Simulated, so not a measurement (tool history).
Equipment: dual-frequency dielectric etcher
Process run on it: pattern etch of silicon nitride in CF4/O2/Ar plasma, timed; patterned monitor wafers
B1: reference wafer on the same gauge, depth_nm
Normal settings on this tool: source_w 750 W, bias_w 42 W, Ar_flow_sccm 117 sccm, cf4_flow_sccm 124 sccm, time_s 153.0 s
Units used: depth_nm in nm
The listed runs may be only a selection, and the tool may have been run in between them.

Run 1, hour 0.0: usual settings but bias_w 37 W, Ar_flow_sccm 132 sccm, cf4_flow_sccm 150 sccm, time_s 193.5 s; B1 328.0. Result: depth_nm 470.3 nm.
Run 2, hour 52.0: usual settings but source_w 790 W; B1 328.0. Result: depth_nm 403.9 nm.
Run 3, hour 118.4: usual settings but source_w 810 W, Ar_flow_sccm 105 sccm, cf4_flow_sccm 147 sccm, time_s 112.5 s; B1 328.0. Result: depth_nm 314.2 nm.
Run 4, hour 158.1: usual settings but source_w 700 W, bias_w 47 W, Ar_flow_sccm 106 sccm; B1 328.7. Result: depth_nm 376.3 nm.
At hour 263.6: wet clean of the chamber.
Run 5, hour 281.0: usual settings; B1 328.7. Result: depth_nm 383.3 nm.
Run 6, hour 360.8: usual settings but Ar_flow_sccm 102 sccm, time_s 169.5 s; B1 327.4. Result: depth_nm 431.7 nm.
Run 7, hour 416.1: usual settings but Ar_flow_sccm 143 sccm, time_s 129.0 s; B1 328.3. Result: depth_nm 314.6 nm.
Run 8, hour 497.4: usual settings; B1 327.8. Result: depth_nm 386.7 nm.
At hour 503.4: Ar flow controller replaced.
Run 9, hour 550.0: usual settings but source_w 660 W, Ar_flow_sccm 97 sccm; B1 328.3. Result: depth_nm 343.4 nm.
At hour 633.2: source power generator calibrated.
Run 10, hour 657.7: usual settings but Ar_flow_sccm 141 sccm, cf4_flow_sccm 146 sccm, time_s 164.5 s; B1 328.1. Result: depth_nm 415.7 nm.
At hour 729.0: bias power generator calibrated.
Run 11, hour 762.8: usual settings but source_w 810 W, bias_w 48 W, Ar_flow_sccm 130 sccm, time_s 130.0 s; B1 327.8. Result: depth_nm 367.3 nm.
At hour 871.5: upper electrode replaced.
At hour 872.5: wet clean of the chamber.
Run 12, hour 873.0: usual settings; B1 328.1. Result: depth_nm 386.4 nm.
Run 13, hour 994.5: usual settings but bias_w 34 W, Ar_flow_sccm 128 sccm; B1 327.5. Result: depth_nm 356.4 nm.
Run 14, hour 1094.8: usual settings but source_w 680 W, Ar_flow_sccm 132 sccm; B1 328.3. Result: depth_nm 346.0 nm.
Run 15, hour 1143.7: usual settings; B1 327.4. Result: depth_nm 385.4 nm.
Run 16, hour 1217.8: usual settings but bias_w 45 W, Ar_flow_sccm 109 sccm, cf4_flow_sccm 151 sccm, time_s 138.5 s; B1 328.0. Result: depth_nm 366.2 nm.
Run 17, hour 1322.6: usual settings but source_w 850 W, Ar_flow_sccm 132 sccm; B1 327.6. Result: depth_nm 430.5 nm.

Predict the results of run 18:
Run 18, hour 1415.7: usual settings but source_w 560 W; B1 ?. Result: depth_nm ?.

Run 18 yielded B1 328.0, depth_nm 281.9 nm.
With the hidden condition absent and the run-to-run variation left alone, this run would have shown depth_nm 281.9 nm.

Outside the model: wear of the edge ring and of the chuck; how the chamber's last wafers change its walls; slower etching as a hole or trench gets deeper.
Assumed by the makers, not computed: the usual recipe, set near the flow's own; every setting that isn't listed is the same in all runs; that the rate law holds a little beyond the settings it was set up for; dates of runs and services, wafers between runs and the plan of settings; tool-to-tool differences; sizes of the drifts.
